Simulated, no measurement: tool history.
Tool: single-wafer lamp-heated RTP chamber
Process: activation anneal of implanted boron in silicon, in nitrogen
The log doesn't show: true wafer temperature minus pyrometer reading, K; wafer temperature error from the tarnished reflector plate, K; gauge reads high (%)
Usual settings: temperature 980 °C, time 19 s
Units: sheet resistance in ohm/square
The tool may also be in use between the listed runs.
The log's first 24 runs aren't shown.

run	hour	temperature	time	wafers since the last listed run	wafers since the last pyrometer calibration	wafers since the reflector plate was cleaned	hours since the gauge calibration	read-back reference wafer on the same gauge, sheet resistance	sheet resistance
25	1313.1	980	19	400	2415	8468	72.4	482.70	596.39
26	1383.3	980	19	805	3220	9273	142.6	482.27	597.06
# hour 1440.3: reflector plate cleaned
27	1440.8	988	12	567	3788	6	200.1	481.74	595.46
28	1466.3	980	19	292	4080	298	225.6	481.57	594.26
29	1522.7	956	15	646	4727	945	282.0	481.21	615.37
30	1557.2	951	9	395	5123	1341	316.5	480.97	628.35
31	1592.8	1000	12	408	5531	1749	352.1	480.86	593.14
32	1655.2	980	27	715	6247	2465	414.5	480.74	593.15
33	1710.5	972	26	634	6881	3099	469.8	480.66	595.27
34	1768.9	980	19	669	7551	3769	528.2	480.09	595.24
35	1837.7	980	19	789	8340	4558	597.0	479.99	593.06
36	1867.9	956	15	346	8686	4904	627.2	479.83	614.67

Forecast each of these 5 alternatives for the next run:
A	1868.3	980	19	4	8691	4909	627.6	?	?
B	1868.3	957	10	4	8691	4909	627.6	?	?
C	1868.3	980	24	4	8691	4909	627.6	?	?
D	1868.3	997	16	4	8691	4909	627.6	?	?
E	1868.3	960	8	4	8691	4909	627.6	?	?

run	read-back reference wafer on the same gauge, sheet resistance	sheet resistance
A	479.90	595.57
B	479.90	617.09
C	479.90	594.75
D	479.90	593.44
E	479.90	614.46
Without the tool's hidden state the same runs would have given:
run	sheet resistance
A	599.53
B	621.19
C	598.70
D	597.38
E	618.54
